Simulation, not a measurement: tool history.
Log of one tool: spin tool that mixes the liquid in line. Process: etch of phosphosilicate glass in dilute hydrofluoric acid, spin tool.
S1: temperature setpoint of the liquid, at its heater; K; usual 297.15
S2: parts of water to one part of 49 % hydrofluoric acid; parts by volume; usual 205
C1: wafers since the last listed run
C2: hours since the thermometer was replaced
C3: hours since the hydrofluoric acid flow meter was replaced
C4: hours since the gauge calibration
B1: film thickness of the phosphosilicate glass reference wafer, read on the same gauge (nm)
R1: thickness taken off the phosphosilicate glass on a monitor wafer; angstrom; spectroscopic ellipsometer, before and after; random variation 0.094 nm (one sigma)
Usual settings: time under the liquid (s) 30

run 1 hour=0.0 | S1=297.15 S2=205 time_under_the_liquid_(s)=30 | C1=0 C2=1928.6 C3=2245.9 C4=146.5 | B1=79.98 | R1=213.5
run 2 hour=16.4 | S1=297.15 S2=205 time_under_the_liquid_(s)=30 | C1=152 C2=1945.0 C3=2262.3 C4=162.9 | B1=80.03 | R1=214.0
run 3 hour=26.1 | S1=297.15 S2=205 time_under_the_liquid_(s)=30 | C1=90 C2=1954.7 C3=2272.0 C4=172.6 | B1=80.01 | R1=215.9
run 4 hour=39.3 | S1=297.15 S2=205 time_under_the_liquid_(s)=30 | C1=122 C2=1967.9 C3=2285.2 C4=185.8 | B1=80.00 | R1=214.4
run 5 hour=47.8 | S1=297.15 S2=205 time_under_the_liquid_(s)=40 | C1=79 C2=1976.4 C3=2293.7 C4=194.3 | B1=80.03 | R1=284.7
run 6 hour=64.1 | S1=297.15 S2=205 time_under_the_liquid_(s)=40 | C1=151 C2=1992.7 C3=2310.0 C4=210.6 | B1=80.01 | R1=287.0
run 7 hour=80.5 | S1=297.15 S2=205 time_under_the_liquid_(s)=40 | C1=152 C2=2009.1 C3=2326.4 C4=227.0 | B1=80.03 | R1=284.5
-- hour=87.5 gauge calibrated
run 8 hour=96.0 | S1=300.65 S2=205 time_under_the_liquid_(s)=30 | C1=144 C2=2024.6 C3=2341.9 C4=8.5 | B1=80.03 | R1=245.0
run 9 hour=111.8 | S1=300.65 S2=205 time_under_the_liquid_(s)=30 | C1=147 C2=2040.4 C3=2357.7 C4=24.3 | B1=80.05 | R1=244.3
run 10 hour=118.9 | S1=300.65 S2=205 time_under_the_liquid_(s)=30 | C1=66 C2=2047.5 C3=2364.8 C4=31.4 | B1=80.00 | R1=246.7
run 11 hour=126.6 | S1=295.65 S2=205 time_under_the_liquid_(s)=30 | C1=71 C2=2055.2 C3=2372.5 C4=39.1 | B1=79.99 | R1=203.0
run 12 hour=142.6 | S1=295.65 S2=205 time_under_the_liquid_(s)=30 | C1=149 C2=2071.2 C3=2388.5 C4=55.1 | B1=79.97 | R1=202.3
run 13 hour=151.5 | S1=295.65 S2=205 time_under_the_liquid_(s)=30 | C1=82 C2=2080.1 C3=2397.4 C4=64.0 | B1=80.05 | R1=204.2
run 14 hour=163.1 | S1=293.65 S2=205 time_under_the_liquid_(s)=30 | C1=108 C2=2091.7 C3=2409.0 C4=75.6 | B1=80.02 | R1=189.2
run 15 hour=179.5 | S1=293.65 S2=205 time_under_the_liquid_(s)=30 | C1=152 C2=2108.1 C3=2425.4 C4=92.0 | B1=80.05 | R1=187.7
run 16 hour=193.7 | S1=295.15 S2=270 time_under_the_liquid_(s)=20 | C1=132 C2=2122.3 C3=2439.6 C4=106.2 | B1=79.97 | R1=95.0
run 17 hour=206.0 | S1=299.65 S2=295 time_under_the_liquid_(s)=40 | C1=114 C2=2134.6 C3=2451.9 C4=118.5 | B1=79.97 | R1=200.1
run 18 hour=241.7 | S1=297.15 S2=110 time_under_the_liquid_(s)=30 | C1=332 C2=2170.3 C3=2487.6 C4=154.2 | B1=80.01 | R1=441.8
run 19 hour=258.2 | S1=299.15 S2=180 time_under_the_liquid_(s)=30 | C1=153 C2=2186.8 C3=2504.1 C4=170.7 | B1=80.02 | R1=272.3
run 20 hour=271.1 | S1=300.15 S2=205 time_under_the_liquid_(s)=30 | C1=120 C2=2199.7 C3=2517.0 C4=183.6 | B1=80.00 | R1=242.5
run 21 hour=315.0 | S1=299.65 S2=295 time_under_the_liquid_(s)=40 | C1=408 C2=2243.6 C3=2560.9 C4=227.5 | B1=79.96 | R1=200.8
-- hour=324.3 gauge calibrated
run 22 hour=328.5 | S1=297.15 S2=205 time_under_the_liquid_(s)=15 | C1=125 C2=2257.1 C3=2574.4 C4=4.2 | B1=80.04 | R1=108.2
-- hour=331.3 hydrofluoric acid flow meter replaced
-- hour=347.1 thermometer replaced
run 23 hour=347.6 | S1=297.15 S2=110 time_under_the_liquid_(s)=30 | C1=159 C2=0.5 C3=16.3 C4=23.3 | B1=80.01 | R1=386.6
run 24 hour=356.9 | S1=294.15 S2=155 time_under_the_liquid_(s)=40 | C1=86 C2=9.8 C3=25.6 C4=32.6 | B1=79.98 | R1=309.4
run 25 hour=373.7 | S1=295.65 S2=205 time_under_the_liquid_(s)=30 | C1=156 C2=26.6 C3=42.4 C4=49.4 | B1=79.99 | R1=177.7
run 26 hour=384.1 | S1=297.15 S2=305 time_under_the_liquid_(s)=30 | C1=96 C2=37.0 C3=52.8 C4=59.8 | B1=79.99 | R1=113.9
run 27 hour=391.3 | S1=297.15 S2=205 time_under_the_liquid_(s)=30 | C1=67 C2=44.2 C3=60.0 C4=67.0 | B1=80.00 | R1=188.6
run 28 hour=398.9 | S1=299.15 S2=135 time_under_the_liquid_(s)=40 | C1=70 C2=51.8 C3=67.6 C4=74.6 | B1=79.94 | R1=441.6
run 29 hour=408.0 | S1=295.65 S2=205 time_under_the_liquid_(s)=50 | C1=84 C2=60.9 C3=76.7 C4=83.7 | B1=79.94 | R1=297.6
run 30 hour=424.6 | S1=297.15 S2=125 time_under_the_liquid_(s)=30 | C1=154 C2=77.5 C3=93.3 C4=100.3 | B1=79.98 | R1=336.9
run 31 hour=434.7 | S1=292.15 S2=175 time_under_the_liquid_(s)=50 | C1=94 C2=87.6 C3=103.4 C4=110.4 | B1=80.03 | R1=311.3

Hidden state at the last listed run before each entry between runs and at the first one after, where it differs:
Between runs 7 and 8: gauge calibrated (hour 87.5)
  hydrofluoric acid flow above the setpoint (%): 12.8 -> 12.9
  measured less the result without the state, R1: +38.5 -> +33.8 angstrom
Between runs 21 and 22: gauge calibrated (hour 324.3)
  hydrofluoric acid flow above the setpoint (%): 14 -> 14.1
  measured less the result without the state, R1: +31.2 -> +15.9 angstrom
Between runs 22 and 23: hydrofluoric acid flow meter replaced (hour 331.3); thermometer replaced (hour 347.1)
  hydrofluoric acid flow above the setpoint (%): 14.1 -> 0.445
  measured less the result without the state, R1: +15.9 -> +1.9 angstrom

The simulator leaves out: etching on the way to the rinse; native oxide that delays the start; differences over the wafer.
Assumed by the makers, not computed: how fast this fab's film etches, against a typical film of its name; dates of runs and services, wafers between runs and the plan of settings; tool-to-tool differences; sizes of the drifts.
